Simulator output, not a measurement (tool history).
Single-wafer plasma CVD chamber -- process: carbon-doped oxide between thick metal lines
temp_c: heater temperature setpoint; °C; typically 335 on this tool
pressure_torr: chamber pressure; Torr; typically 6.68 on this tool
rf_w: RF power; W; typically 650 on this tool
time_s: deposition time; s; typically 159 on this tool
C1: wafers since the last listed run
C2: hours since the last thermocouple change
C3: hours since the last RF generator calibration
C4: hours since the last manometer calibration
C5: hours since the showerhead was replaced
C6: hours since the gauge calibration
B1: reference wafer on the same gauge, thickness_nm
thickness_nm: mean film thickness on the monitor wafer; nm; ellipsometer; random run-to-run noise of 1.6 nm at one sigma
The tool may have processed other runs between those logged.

Run 1, hour 0.0: usual settings but rf_w 565 W, time_s 147 s; C1 0; C2 2237.0; C3 1076.9; C4 1832.4; C5 4260.1; C6 32.2; B1 899.294. Result: thickness_nm 823.458 nm.
Run 2, hour 14.4: usual settings but rf_w 565 W, time_s 147 s; C1 146; C2 2251.4; C3 1091.3; C4 1846.8; C5 4274.5; C6 46.6; B1 899.889. Result: thickness_nm 823.686 nm.
Run 3, hour 36.1: usual settings but rf_w 565 W, time_s 147 s; C1 220; C2 2273.1; C3 1113.0; C4 1868.5; C5 4296.2; C6 68.3; B1 900.043. Result: thickness_nm 820.652 nm.
Run 4, hour 48.2: usual settings; C1 123; C2 2285.2; C3 1125.1; C4 1880.6; C5 4308.3; C6 80.4; B1 900.141. Result: thickness_nm 993.159 nm.
Run 5, hour 59.4: usual settings; C1 113; C2 2296.4; C3 1136.3; C4 1891.8; C5 4319.5; C6 91.6; B1 900.119. Result: thickness_nm 991.589 nm.
At hour 71.8: showerhead replaced.
Run 6, hour 72.3: usual settings; C1 49; C2 2309.3; C3 1149.2; C4 1904.7; C5 0.5; C6 104.5; B1 899.785. Result: thickness_nm 991.362 nm.
Run 7, hour 76.4: usual settings; C1 41; C2 2313.4; C3 1153.3; C4 1908.8; C5 4.6; C6 108.6; B1 900.020. Result: thickness_nm 990.271 nm.
At hour 95.7: capacitance manometer re-zeroed and calibrated.
Run 8, hour 96.2: usual settings; C1 120; C2 2333.2; C3 1173.1; C4 0.5; C5 24.4; C6 128.4; B1 899.743. Result: thickness_nm 988.785 nm.
At hour 100.2: gauge calibrated.
At hour 106.8: thermocouple changed; heater temperature recalibrated.
Run 9, hour 107.3: usual settings but temp_c 329 °C, rf_w 700 W; C1 31; C2 0.5; C3 1184.2; C4 11.6; C5 35.5; C6 7.1; B1 900.039. Result: thickness_nm 1064.501 nm.
At hour 123.1: RF generator calibrated.
Run 10, hour 123.6: usual settings but temp_c 324 °C, rf_w 545 W; C1 84; C2 16.8; C3 0.5; C4 27.9; C5 51.8; C6 23.4; B1 899.579. Result: thickness_nm 949.376 nm.
Run 11, hour 129.6: usual settings but rf_w 740 W; C1 61; C2 22.8; C3 6.5; C4 33.9; C5 57.8; C6 29.4; B1 899.957. Result: thickness_nm 1154.178 nm.
Run 12, hour 139.4: usual settings; C1 99; C2 32.6; C3 16.3; C4 43.7; C5 67.6; C6 39.2; B1 899.778. Result: thickness_nm 1047.309 nm.
Run 13, hour 149.1: usual settings; C1 98; C2 42.3; C3 26.0; C4 53.4; C5 77.3; C6 48.9; B1 900.266. Result: thickness_nm 1046.927 nm.
Run 14, hour 159.0: usual settings but temp_c 347 °C, pressure_torr 8.11 Torr; C1 100; C2 52.2; C3 35.9; C4 63.3; C5 87.2; C6 58.8; B1 899.674. Result: thickness_nm 1029.847 nm.
Run 15, hour 175.0: usual settings but pressure_torr 5.73 Torr, time_s 139 s; C1 162; C2 68.2; C3 51.9; C4 79.3; C5 103.2; C6 74.8; B1 900.151. Result: thickness_nm 893.644 nm.
Run 16, hour 190.1: usual settings but temp_c 341 °C, pressure_torr 8.06 Torr, rf_w 715 W, time_s 174 s; C1 153; C2 83.3; C3 67.0; C4 94.4; C5 118.3; C6 89.9; B1 899.833. Result: thickness_nm 1231.795 nm.

What differs in the tool's unlogged condition from the final listed run ahead of each entry between runs to the first listed run following it?
Between runs 5 and 6: showerhead replaced (hour 71.8)
  delivered RF power above the setpoint (%): -7.15 -> -7.3
  measured less the result without the state, thickness_nm: -58.526 -> -59.885 nm
Between runs 7 and 8: capacitance manometer re-zeroed and calibrated (hour 95.7)
  delivered RF power above the setpoint (%): -7.35 -> -7.6
  measured less the result without the state, thickness_nm: -60.259 -> -62.320 nm
Between runs 8 and 9: gauge calibrated (hour 100.2); thermocouple changed; heater temperature recalibrated (hour 106.8)
  delivered RF power above the setpoint (%): -7.6 -> -7.73
  measured less the result without the state, thickness_nm: -62.320 -> -66.604 nm
Between runs 9 and 10: RF generator calibrated (hour 123.1)
  delivered RF power above the setpoint (%): -7.73 -> -0.135
  measured less the result without the state, thickness_nm: -66.604 -> -1.011 nm

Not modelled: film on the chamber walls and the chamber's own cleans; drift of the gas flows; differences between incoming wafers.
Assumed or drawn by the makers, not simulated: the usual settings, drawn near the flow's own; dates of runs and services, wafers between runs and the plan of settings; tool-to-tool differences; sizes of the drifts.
